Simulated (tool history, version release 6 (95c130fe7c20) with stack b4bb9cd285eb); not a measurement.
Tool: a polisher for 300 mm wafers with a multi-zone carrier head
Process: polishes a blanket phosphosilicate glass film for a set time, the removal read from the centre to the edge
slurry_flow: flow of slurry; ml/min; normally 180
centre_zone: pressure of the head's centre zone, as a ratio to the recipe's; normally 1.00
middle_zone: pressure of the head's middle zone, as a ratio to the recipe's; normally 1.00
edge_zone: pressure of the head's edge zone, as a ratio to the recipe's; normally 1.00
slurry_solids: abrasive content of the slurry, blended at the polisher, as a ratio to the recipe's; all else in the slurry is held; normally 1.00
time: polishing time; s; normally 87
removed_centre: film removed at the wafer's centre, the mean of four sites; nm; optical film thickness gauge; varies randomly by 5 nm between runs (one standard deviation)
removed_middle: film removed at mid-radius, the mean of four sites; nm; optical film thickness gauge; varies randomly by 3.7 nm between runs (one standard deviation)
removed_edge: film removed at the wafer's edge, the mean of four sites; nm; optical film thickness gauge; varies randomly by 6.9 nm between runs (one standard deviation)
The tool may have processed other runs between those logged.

| run | hour | slurry_flow | centre_zone | middle_zone | edge_zone | slurry_solids | time | incoming thickness of the incoming film, nm | removed_centre | removed_middle | removed_edge |
|---|---|---|---|---|---|---|---|---|---|---|---|
| 1 | 0.0 | 180 | 1.00 | 1.00 | 1.00 | 1.00 | 87 | 4067.0 | 445.5 | 466.9 | 461.2 |
| 2 | 52.2 | 180 | 1.00 | 1.00 | 1.00 | 1.00 | 87 | 4023.7 | 435.8 | 464.7 | 458.1 |
| 3 | 95.6 | 150 | 1.00 | 0.96 | 1.00 | 1.00 | 87 | 4086.9 | 423.7 | 440.2 | 457.9 |
| 4 | 164.1 | 180 | 1.00 | 1.00 | 1.00 | 1.00 | 87 | 4097.9 | 479.2 | 467.0 | 471.5 |
| 5 | 197.4 | 115 | 0.88 | 1.00 | 1.10 | 1.00 | 73 | 4093.6 | 340.3 | 360.9 | 390.9 |
| 6 | 241.9 | 195 | 1.00 | 1.00 | 1.00 | 1.25 | 87 | 4059.0 | 541.2 | 533.3 | 539.6 |
| 7 | 281.3 | 180 | 1.00 | 1.00 | 0.90 | 1.00 | 87 | 4078.0 | 469.6 | 468.1 | 441.9 |
| 8 | 327.1 | 180 | 1.00 | 1.00 | 1.00 | 1.00 | 87 | 4099.7 | 477.4 | 473.7 | 462.7 |
| 9 | 355.0 | 180 | 1.04 | 1.00 | 1.00 | 1.00 | 70 | 4151.9 | 389.8 | 381.5 | 379.0 |
| 10 | 382.3 | 180 | 1.00 | 1.00 | 1.00 | 1.00 | 87 | 4100.1 | 469.4 | 472.9 | 465.8 |
| 11 | 522.7 | 180 | 1.00 | 1.00 | 1.00 | 1.00 | 87 | 4078.2 | 470.9 | 475.1 | 464.8 |
| 12 | 565.8 | 235 | 1.05 | 1.00 | 1.00 | 1.00 | 96 | 4011.5 | 558.5 | 540.0 | 530.3 |
| 13 | 595.6 | 180 | 1.00 | 1.00 | 1.00 | 1.00 | 107 | 4070.3 | 565.5 | 578.8 | 585.8 |
| 14 | 644.0 | 180 | 1.00 | 1.00 | 1.00 | 1.00 | 87 | 4034.9 | 477.8 | 465.1 | 478.8 |
| 15 | 708.7 | 180 | 1.00 | 1.00 | 1.00 | 0.80 | 87 | 4080.7 | 409.0 | 408.9 | 411.9 |
| 16 | 766.7 | 180 | 1.00 | 1.00 | 1.00 | 1.00 | 87 | 3985.1 | 467.0 | 472.9 | 479.1 |
| 17 | 803.3 | 125 | 1.00 | 1.05 | 1.00 | 1.00 | 104 | 4047.8 | 515.6 | 567.7 | 540.1 |
| 18 | 858.2 | 180 | 1.00 | 1.00 | 0.90 | 0.90 | 87 | 4022.2 | 438.7 | 447.4 | 413.9 |
| 19 | 911.1 | 180 | 1.00 | 0.90 | 1.00 | 1.00 | 87 | 4029.2 | 465.9 | 413.5 | 467.0 |
| 20 | 979.2 | 180 | 0.90 | 1.00 | 1.00 | 1.00 | 106 | 4071.9 | 544.6 | 571.2 | 568.3 |
| 21 | 1049.2 | 180 | 1.00 | 1.00 | 1.00 | 1.00 | 87 | 4050.0 | 454.6 | 465.4 | 475.2 |
| 22 | 1082.9 | 180 | 1.00 | 1.00 | 1.00 | 1.00 | 87 | 4043.9 | 459.4 | 467.3 | 477.8 |

Not shown here: 8 entries made in the log between runs. Locate each between two listed runs and compare the hidden state at the listed run before it with the hidden state at the listed run after it:
Run 3 -> run 4: carrier head's membrane replaced by a new one, of another model than before (hour 101.1); centre zone pressure recalibrated (hour 155.4)
  deviation of the centre zone's pressure from its setpoint, %: -8.05 -> -0.728
  measured result minus the result with no hidden state, removed_centre: -33.2 -> -1.8 nm
Run 4 -> run 5: worn pad replaced by a new one (hour 183.3)
  deviation of the centre zone's pressure from its setpoint, %: -0.728 -> -0.926
  measured result minus the result with no hidden state, removed_centre: -1.8 -> -1.7 nm
Run 8 -> run 9: slurry nozzle cleaned (hour 338.2)
  deviation of the centre zone's pressure from its setpoint, %: -1.7 -> -1.86
  measured result minus the result with no hidden state, removed_centre: -4.3 -> -3.9 nm
Run 13 -> run 14: worn pad replaced by a new one (hour 599.9)
  deviation of the centre zone's pressure from its setpoint, %: -3.29 -> -3.58
  measured result minus the result with no hidden state, removed_centre: -9.9 -> -9.2 nm
Run 16 -> run 17: slurry nozzle cleaned (hour 775.9)
  deviation of the centre zone's pressure from its setpoint, %: -4.31 -> -4.53
  measured result minus the result with no hidden state, removed_centre: -10.8 -> -12.6 nm
Run 18 -> run 19: edge zone pressure recalibrated (hour 908.0)
  deviation of the centre zone's pressure from its setpoint, %: -4.85 -> -5.17
  measured result minus the result with no hidden state, removed_centre: -11.5 -> -13.0 nm
Run 20 -> run 21: worn pad replaced by a new one (hour 1038.7)
  deviation of the centre zone's pressure from its setpoint, %: -5.57 -> -5.99
  measured result minus the result with no hidden state, removed_centre: -16.5 -> -14.7 nm
